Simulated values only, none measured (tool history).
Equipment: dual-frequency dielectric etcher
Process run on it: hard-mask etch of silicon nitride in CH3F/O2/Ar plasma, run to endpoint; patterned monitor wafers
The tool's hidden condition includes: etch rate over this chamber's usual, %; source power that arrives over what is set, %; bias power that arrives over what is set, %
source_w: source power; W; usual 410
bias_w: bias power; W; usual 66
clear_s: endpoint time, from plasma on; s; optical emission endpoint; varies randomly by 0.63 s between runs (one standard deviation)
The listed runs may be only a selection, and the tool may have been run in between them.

run    hour  source_w  bias_w  wafers since the last listed run  hours since the last wet clean  hours since the last source power generator calibration  hours since the last bias power generator calibration  hours since the last upper electrode change  incoming incoming film thickness, nm  clear_s
  1     0.0       410      66                                 0                           534.0                                                   2440.2                                                 2517.7                                        981.2                                 48.49     70.2
  2    70.3       410      66                               888                           604.3                                                   2510.5                                                 2588.0                                       1051.5                                 48.69     70.0
      173.3  -- wet clean of the chamber
  3   173.8       410      66                              1004                             0.5                                                   2614.0                                                 2691.5                                       1155.0                                 48.07     71.6
  4   230.1       410      66                               711                            56.8                                                   2670.3                                                 2747.8                                       1211.3                                 48.62     72.3
  5   326.2       410      66                              1214                           152.9                                                   2766.4                                                 2843.9                                       1307.4                                 47.94     71.4
  6   400.6       480      66                               940                           227.3                                                   2840.8                                                 2918.3                                       1381.8                                 48.29     67.6
  7   458.6       480      66                               733                           285.3                                                   2898.8                                                 2976.3                                       1439.8                                 48.45     68.0
  8   511.3       480      66                               666                           338.0                                                   2951.5                                                 3029.0                                       1492.5                                 48.54     68.1
  9   579.7       380      71                               864                           406.4                                                   3019.9                                                 3097.4                                       1560.9                                 48.35     69.6
 10   656.0       370      66                               964                           482.7                                                   3096.2                                                 3173.7                                       1637.2                                 48.00     70.7
 11   731.3       370      66                               951                           558.0                                                   3171.5                                                 3249.0                                       1712.5                                 48.09     72.4
 12   789.5       370      66                               735                           616.2                                                   3229.7                                                 3307.2                                       1770.7                                 48.15     70.7
 13   830.9       410      66                               523                           657.6                                                   3271.1                                                 3348.6                                       1812.1                                 48.36     67.9
      862.1  -- wet clean of the chamber
 14   907.6       410      66                               666                            45.5                                                   3347.8                                                 3425.3                                       1888.8                                 47.97     71.6
 15   951.3       360      66                               552                            89.2                                                   3391.5                                                 3469.0                                       1932.5                                 48.10     74.8
     1051.5  -- source power generator calibrated
 16  1193.8       410      66                              3014                           331.7                                                    142.3                                                 3711.5                                       2175.0                                 48.41     70.6
 17  1299.9       410      66                              1340                           437.8                                                    248.4                                                 3817.6                                       2281.1                                 47.79     68.9
 18  1404.8       340      71                              1325                           542.7                                                    353.3                                                 3922.5                                       2386.0                                 48.43     69.7
 19  1463.1       410      66                               736                           601.0                                                    411.6                                                 3980.8                                       2444.3                                 48.70     70.2
     1487.9  -- wet clean of the chamber
 20  1511.7       410      66                               310                            23.8                                                    460.2                                                 4029.4                                       2492.9                                 48.16     72.4
 21  1586.6       310      52                               946                            98.7                                                    535.1                                                 4104.3                                       2567.8                                 48.45     87.6
     1672.2  -- bias power generator calibrated
 22  1672.7       410      66                              1037                           184.8                                                    621.2                                                    0.5                                       2653.9                                 48.46     72.9
 23  1716.9       510      66                               558                           229.0                                                    665.4                                                   44.7                                       2698.1                                 48.28     67.0
     1792.1  -- upper electrode replaced
 24  1809.8       350      54                               870                           321.9                                                    758.3                                                  137.6                                         17.7                                 48.43     82.7
 25  1882.6       350      61                               920                           394.7                                                    831.1                                                  210.4                                         90.5                                 48.79     77.2
 26  1981.5       460      57                              1249                           493.6                                                    930.0                                                  309.3                                        189.4                                 48.76     73.4
 27  2066.1       410      54                              1069                           578.2                                                   1014.6                                                  393.9                                        274.0                                 47.99     75.1
     2105.0  -- wet clean of the chamber
 28  2231.0       410      61                              1780                           126.0                                                   1179.5                                                  558.8                                        438.9                                 48.59     76.5
 29  2320.5       410      66                              1131                           215.5                                                   1269.0                                                  648.3                                        528.4                                 48.42     71.0

Run 30, settings as shown, results not yet in. Your forecast:
 30  2377.3       410      55                               717                           272.3                                                   1325.8                                                  705.1                                        585.2                                 47.93        ?

{"run 30": {"clear_s": 76.7}}
With the hidden condition absent and the run-to-run variation left alone, this run would have shown clear_s 78.6 s.
